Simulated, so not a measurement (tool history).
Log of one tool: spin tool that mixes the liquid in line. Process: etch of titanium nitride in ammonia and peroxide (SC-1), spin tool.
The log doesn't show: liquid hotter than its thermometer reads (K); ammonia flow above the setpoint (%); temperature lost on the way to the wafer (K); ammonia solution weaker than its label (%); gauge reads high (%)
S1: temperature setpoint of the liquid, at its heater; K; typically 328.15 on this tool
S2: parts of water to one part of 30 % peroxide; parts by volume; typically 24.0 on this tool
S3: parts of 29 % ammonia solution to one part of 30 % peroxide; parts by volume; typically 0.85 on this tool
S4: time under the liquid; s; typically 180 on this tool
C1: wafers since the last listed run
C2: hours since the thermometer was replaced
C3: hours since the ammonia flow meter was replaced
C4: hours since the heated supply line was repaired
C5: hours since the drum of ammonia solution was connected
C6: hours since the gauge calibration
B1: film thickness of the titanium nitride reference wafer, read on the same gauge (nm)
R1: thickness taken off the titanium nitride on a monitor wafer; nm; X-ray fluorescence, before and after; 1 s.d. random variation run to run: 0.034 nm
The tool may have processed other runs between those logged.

| run | hour | S1 | S2 | S3 | S4 | C1 | C2 | C3 | C4 | C5 | C6 | B1 | R1 |
|---|---|---|---|---|---|---|---|---|---|---|---|---|---|
| 1 | 0.0 | 328.15 | 24.0 | 0.85 | 180 | 0 | 1771.0 | 713.2 | 1521.0 | 22.8 | 1066.0 | 99.97 | 10.67 |
| 2 | 81.8 | 328.15 | 24.0 | 0.85 | 180 | 582 | 1852.8 | 795.0 | 1602.8 | 104.6 | 1147.8 | 100.00 | 10.65 |
| 3 | 161.3 | 328.15 | 24.0 | 0.85 | 180 | 566 | 1932.3 | 874.5 | 1682.3 | 184.1 | 1227.3 | 100.03 | 10.64 |
| 4 | 217.6 | 328.15 | 24.0 | 0.85 | 180 | 401 | 1988.6 | 930.8 | 1738.6 | 240.4 | 1283.6 | 100.06 | 10.59 |
| 5 | 502.1 | 328.15 | 24.0 | 0.85 | 180 | 2026 | 2273.1 | 1215.3 | 2023.1 | 524.9 | 1568.1 | 99.98 | 10.51 |
|  | 509.1 | new drum of ammonia solution connected |
| 6 | 565.3 | 328.15 | 24.0 | 1.00 | 180 | 443 | 2336.3 | 1278.5 | 2086.3 | 56.2 | 1631.3 | 99.99 | 10.74 |
| 7 | 664.8 | 328.15 | 24.0 | 1.00 | 180 | 708 | 2435.8 | 1378.0 | 2185.8 | 155.7 | 1730.8 | 99.98 | 10.72 |
|  | 734.8 | ammonia flow meter replaced |
|  | 766.3 | new drum of ammonia solution connected, repeated, since the last time left the tool worse |
|  | 797.4 | gauge calibrated |
|  | 898.4 | heated supply line repaired |
| 8 | 901.2 | 328.15 | 24.0 | 1.00 | 180 | 1662 | 2672.2 | 166.4 | 2.8 | 134.9 | 103.8 | 100.04 | 10.96 |
| 9 | 999.6 | 328.15 | 24.0 | 0.85 | 180 | 701 | 2770.6 | 264.8 | 101.2 | 233.3 | 202.2 | 99.98 | 10.61 |
| 10 | 1061.5 | 328.15 | 24.0 | 0.85 | 180 | 441 | 2832.5 | 326.7 | 163.1 | 295.2 | 264.1 | 100.00 | 10.58 |
|  | 1086.6 | thermometer replaced |
| 11 | 1158.2 | 330.65 | 24.0 | 0.85 | 255 | 681 | 71.6 | 423.4 | 259.8 | 391.9 | 360.8 | 100.01 | 17.74 |
|  | 1375.8 | new drum of ammonia solution connected |
| 12 | 1376.3 | 328.15 | 27.5 | 1.10 | 230 | 1546 | 289.7 | 641.5 | 477.9 | 0.5 | 578.9 | 100.07 | 13.20 |
| 13 | 1435.2 | 334.65 | 24.0 | 0.85 | 180 | 419 | 348.6 | 700.4 | 536.8 | 59.4 | 637.8 | 99.97 | 16.29 |
| 14 | 1529.4 | 328.15 | 24.0 | 0.85 | 180 | 671 | 442.8 | 794.6 | 631.0 | 153.6 | 732.0 | 100.02 | 10.57 |
| 15 | 1629.0 | 328.15 | 24.0 | 1.05 | 85 | 709 | 542.4 | 894.2 | 730.6 | 253.2 | 831.6 | 99.97 | 5.19 |
| 16 | 1718.4 | 328.15 | 32.0 | 0.85 | 180 | 636 | 631.8 | 983.6 | 820.0 | 342.6 | 921.0 | 99.99 | 9.05 |

What does the tool deliver on the next run?
| 17 | 1795.5 | 328.15 | 24.0 | 0.85 | 265 | 549 | 708.9 | 1060.7 | 897.1 | 419.7 | 998.1 | ? | ? |

B1: 100.02
R1: 15.48 nm
With no hidden state in the tool, this same run would have given R1 15.69 nm.

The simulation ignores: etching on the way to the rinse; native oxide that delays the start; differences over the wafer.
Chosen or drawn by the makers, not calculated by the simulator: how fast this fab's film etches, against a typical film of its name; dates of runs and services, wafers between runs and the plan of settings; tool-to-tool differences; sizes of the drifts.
